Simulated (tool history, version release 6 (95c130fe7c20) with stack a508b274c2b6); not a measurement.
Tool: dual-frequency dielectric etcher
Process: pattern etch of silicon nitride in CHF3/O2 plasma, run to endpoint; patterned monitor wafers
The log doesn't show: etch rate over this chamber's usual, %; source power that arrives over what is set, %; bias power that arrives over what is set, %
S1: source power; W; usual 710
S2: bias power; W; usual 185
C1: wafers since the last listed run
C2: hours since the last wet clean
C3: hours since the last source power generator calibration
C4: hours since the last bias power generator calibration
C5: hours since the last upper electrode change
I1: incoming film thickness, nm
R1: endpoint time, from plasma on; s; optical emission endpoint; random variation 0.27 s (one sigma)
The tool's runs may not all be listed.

{"run": 1, "hour": 0.0, "S1": 710, "S2": 185, "C1": 0, "C2": 379.4, "C3": 2638.6, "C4": 3475.5, "C5": 3338.4, "I1": 100.0, "R1": 62.1}
{"run": 2, "hour": 17.4, "S1": 710, "S2": 185, "C1": 181, "C2": 396.8, "C3": 2656.0, "C4": 3492.9, "C5": 3355.8, "I1": 98.6, "R1": 61.0}
{"run": 3, "hour": 32.8, "S1": 710, "S2": 185, "C1": 160, "C2": 412.2, "C3": 2671.4, "C4": 3508.3, "C5": 3371.2, "I1": 98.7, "R1": 60.9}
{"run": 4, "hour": 41.5, "S1": 710, "S2": 185, "C1": 90, "C2": 420.9, "C3": 2680.1, "C4": 3517.0, "C5": 3379.9, "I1": 98.4, "R1": 60.1}
{"run": 5, "hour": 47.6, "S1": 710, "S2": 185, "C1": 63, "C2": 427.0, "C3": 2686.2, "C4": 3523.1, "C5": 3386.0, "I1": 98.4, "R1": 60.6}
{"run": 6, "hour": 56.2, "S1": 710, "S2": 185, "C1": 89, "C2": 435.6, "C3": 2694.8, "C4": 3531.7, "C5": 3394.6, "I1": 98.2, "R1": 60.6}
{"run": 7, "hour": 70.3, "S1": 710, "S2": 185, "C1": 146, "C2": 449.7, "C3": 2708.9, "C4": 3545.8, "C5": 3408.7, "I1": 97.8, "R1": 60.5}
{"run": 8, "hour": 77.3, "S1": 600, "S2": 157, "C1": 72, "C2": 456.7, "C3": 2715.9, "C4": 3552.8, "C5": 3415.7, "I1": 98.4, "R1": 66.5}
{"run": 9, "hour": 84.1, "S1": 600, "S2": 157, "C1": 70, "C2": 463.5, "C3": 2722.7, "C4": 3559.6, "C5": 3422.5, "I1": 98.4, "R1": 66.6}
{"run": 10, "hour": 94.2, "S1": 600, "S2": 157, "C1": 105, "C2": 473.6, "C3": 2732.8, "C4": 3569.7, "C5": 3432.6, "I1": 99.4, "R1": 67.3}
{"run": 11, "hour": 105.7, "S1": 710, "S2": 185, "C1": 119, "C2": 485.1, "C3": 2744.3, "C4": 3581.2, "C5": 3444.1, "I1": 97.9, "R1": 60.0}
{"run": 12, "hour": 118.1, "S1": 710, "S2": 185, "C1": 129, "C2": 497.5, "C3": 2756.7, "C4": 3593.6, "C5": 3456.5, "I1": 99.1, "R1": 60.7}
{"run": 13, "hour": 133.8, "S1": 650, "S2": 146, "C1": 163, "C2": 513.2, "C3": 2772.4, "C4": 3609.3, "C5": 3472.2, "I1": 97.4, "R1": 65.0}
{"run": 14, "hour": 139.9, "S1": 590, "S2": 225, "C1": 63, "C2": 519.3, "C3": 2778.5, "C4": 3615.4, "C5": 3478.3, "I1": 98.4, "R1": 60.8}
{"hour": 162.6, "done": "source power generator calibrated"}
{"hour": 164.1, "done": "upper electrode replaced"}
{"hour": 182.6, "done": "bias power generator calibrated"}
{"hour": 187.6, "done": "wet clean of the chamber"}
{"run": 15, "hour": 188.1, "S1": 550, "S2": 160, "C1": 350, "C2": 0.5, "C3": 25.5, "C4": 5.5, "C5": 24.0, "I1": 98.1, "R1": 71.1}
{"run": 16, "hour": 188.5, "S1": 620, "S2": 226, "C1": 4, "C2": 0.9, "C3": 25.9, "C4": 5.9, "C5": 24.4, "I1": 98.9, "R1": 62.9}
{"run": 17, "hour": 188.8, "S1": 710, "S2": 141, "C1": 3, "C2": 1.2, "C3": 26.2, "C4": 6.2, "C5": 24.7, "I1": 98.5, "R1": 67.9}
{"run": 18, "hour": 189.1, "S1": 820, "S2": 202, "C1": 3, "C2": 1.5, "C3": 26.5, "C4": 6.5, "C5": 25.0, "I1": 98.5, "R1": 58.9}
{"run": 19, "hour": 197.6, "S1": 710, "S2": 185, "C1": 88, "C2": 10.0, "C3": 35.0, "C4": 15.0, "C5": 33.5, "I1": 98.1, "R1": 63.1}
{"run": 20, "hour": 209.8, "S1": 650, "S2": 162, "C1": 127, "C2": 22.2, "C3": 47.2, "C4": 27.2, "C5": 45.7, "I1": 98.2, "R1": 66.7}
{"run": 21, "hour": 227.8, "S1": 630, "S2": 158, "C1": 187, "C2": 40.2, "C3": 65.2, "C4": 45.2, "C5": 63.7, "I1": 99.1, "R1": 68.8}
{"run": 22, "hour": 281.7, "S1": 710, "S2": 185, "C1": 561, "C2": 94.1, "C3": 119.1, "C4": 99.1, "C5": 117.6, "I1": 98.3, "R1": 62.5}
{"run": 23, "hour": 287.9, "S1": 710, "S2": 185, "C1": 64, "C2": 100.3, "C3": 125.3, "C4": 105.3, "C5": 123.8, "I1": 98.4, "R1": 62.4}

3 ways to go on from here, each from the tool as it stands after run 23. What would each give?
{"run": "A", "hour": 288.3, "S1": 710, "S2": 185, "C1": 4, "C2": 100.7, "C3": 125.7, "C4": 105.7, "C5": 124.2, "I1": 98.8, "R1": "?"}
{"run": "B", "hour": 288.3, "S1": 620, "S2": 199, "C1": 4, "C2": 100.7, "C3": 125.7, "C4": 105.7, "C5": 124.2, "I1": 98.8, "R1": "?"}
{"run": "C", "hour": 288.3, "S1": 710, "S2": 228, "C1": 4, "C2": 100.7, "C3": 125.7, "C4": 105.7, "C5": 124.2, "I1": 98.8, "R1": "?"}

run=A R1=62.8
run=B R1=64.2
run=C R1=59.3
Without the tool's hidden state the same runs would have given:
run=A R1=63.0
run=B R1=64.4
run=C R1=59.4

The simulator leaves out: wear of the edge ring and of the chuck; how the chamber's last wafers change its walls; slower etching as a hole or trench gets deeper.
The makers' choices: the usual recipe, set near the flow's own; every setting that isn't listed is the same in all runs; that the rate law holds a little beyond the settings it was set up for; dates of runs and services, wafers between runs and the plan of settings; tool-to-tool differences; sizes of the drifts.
